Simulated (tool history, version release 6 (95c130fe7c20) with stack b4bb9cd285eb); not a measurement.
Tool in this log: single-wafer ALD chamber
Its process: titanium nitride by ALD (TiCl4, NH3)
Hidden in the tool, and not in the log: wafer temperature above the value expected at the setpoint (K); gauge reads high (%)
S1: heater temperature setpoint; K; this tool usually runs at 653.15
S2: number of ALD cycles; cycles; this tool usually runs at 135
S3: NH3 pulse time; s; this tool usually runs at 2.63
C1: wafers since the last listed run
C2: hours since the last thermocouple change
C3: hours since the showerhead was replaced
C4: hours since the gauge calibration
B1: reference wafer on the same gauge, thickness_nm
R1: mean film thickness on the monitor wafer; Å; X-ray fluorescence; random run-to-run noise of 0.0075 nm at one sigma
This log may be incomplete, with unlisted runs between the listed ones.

run 1 hour=0.0 | S1=653.15 S2=135 S3=2.63 | C1=0 C2=2132.4 C3=3379.9 C4=20.0 | B1=3.153 | R1=28.47
run 2 hour=11.2 | S1=653.15 S2=135 S3=2.63 | C1=23 C2=2143.6 C3=3391.1 C4=31.2 | B1=3.148 | R1=28.55
run 3 hour=20.3 | S1=653.15 S2=135 S3=2.92 | C1=19 C2=2152.7 C3=3400.2 C4=40.3 | B1=3.151 | R1=28.70
run 4 hour=31.3 | S1=653.15 S2=135 S3=2.92 | C1=23 C2=2163.7 C3=3411.2 C4=51.3 | B1=3.151 | R1=28.65
run 5 hour=37.5 | S1=653.15 S2=135 S3=2.92 | C1=12 C2=2169.9 C3=3417.4 C4=57.5 | B1=3.146 | R1=28.58
run 6 hour=49.7 | S1=653.15 S2=135 S3=2.63 | C1=25 C2=2182.1 C3=3429.6 C4=69.7 | B1=3.152 | R1=28.39
run 7 hour=64.5 | S1=653.15 S2=135 S3=2.63 | C1=30 C2=2196.9 C3=3444.4 C4=84.5 | B1=3.149 | R1=28.48
run 8 hour=76.1 | S1=653.15 S2=135 S3=2.63 | C1=24 C2=2208.5 C3=3456.0 C4=96.1 | B1=3.152 | R1=28.42
-- hour=88.7 gauge calibrated
-- hour=95.0 showerhead replaced
run 9 hour=95.5 | S1=653.15 S2=135 S3=1.70 | C1=23 C2=2227.9 C3=0.5 C4=6.8 | B1=3.150 | R1=26.82
run 10 hour=100.3 | S1=653.15 S2=153 S3=2.63 | C1=10 C2=2232.7 C3=5.3 C4=11.6 | B1=3.148 | R1=32.36
-- hour=114.8 thermocouple changed; heater temperature recalibrated
run 11 hour=115.3 | S1=653.15 S2=135 S3=1.70 | C1=14 C2=0.5 C3=20.3 C4=26.6 | B1=3.150 | R1=26.75
run 12 hour=124.5 | S1=653.15 S2=146 S3=2.63 | C1=19 C2=9.7 C3=29.5 C4=35.8 | B1=3.151 | R1=30.80
run 13 hour=147.5 | S1=653.15 S2=159 S3=2.63 | C1=48 C2=32.7 C3=52.5 C4=58.8 | B1=3.148 | R1=33.36
run 14 hour=164.7 | S1=653.15 S2=135 S3=2.63 | C1=35 C2=49.9 C3=69.7 C4=76.0 | B1=3.150 | R1=28.47
run 15 hour=181.5 | S1=653.15 S2=120 S3=3.52 | C1=35 C2=66.7 C3=86.5 C4=92.8 | B1=3.149 | R1=25.71

4 options for the next run, each taken on its own from the tool as it stands now. Forecast them:
run A hour=182.2 | S1=653.15 S2=135 S3=2.63 | C1=1 C2=67.4 C3=87.2 C4=93.5 | B1=? | R1=?
run B hour=182.2 | S1=653.15 S2=135 S3=2.31 | C1=1 C2=67.4 C3=87.2 C4=93.5 | B1=? | R1=?
run C hour=182.2 | S1=663.15 S2=111 S3=2.63 | C1=1 C2=67.4 C3=87.2 C4=93.5 | B1=? | R1=?
run D hour=182.2 | S1=653.15 S2=135 S3=1.62 | C1=1 C2=67.4 C3=87.2 C4=93.5 | B1=? | R1=?

run=A B1=3.150 R1=28.47
run=B B1=3.150 R1=28.13
run=C B1=3.150 R1=23.56
run=D B1=3.150 R1=26.54
With the hidden condition removed and each run's random variation left untouched, the same runs would have given:
run=A R1=28.47
run=B R1=28.13
run=C R1=23.56
run=D R1=26.54

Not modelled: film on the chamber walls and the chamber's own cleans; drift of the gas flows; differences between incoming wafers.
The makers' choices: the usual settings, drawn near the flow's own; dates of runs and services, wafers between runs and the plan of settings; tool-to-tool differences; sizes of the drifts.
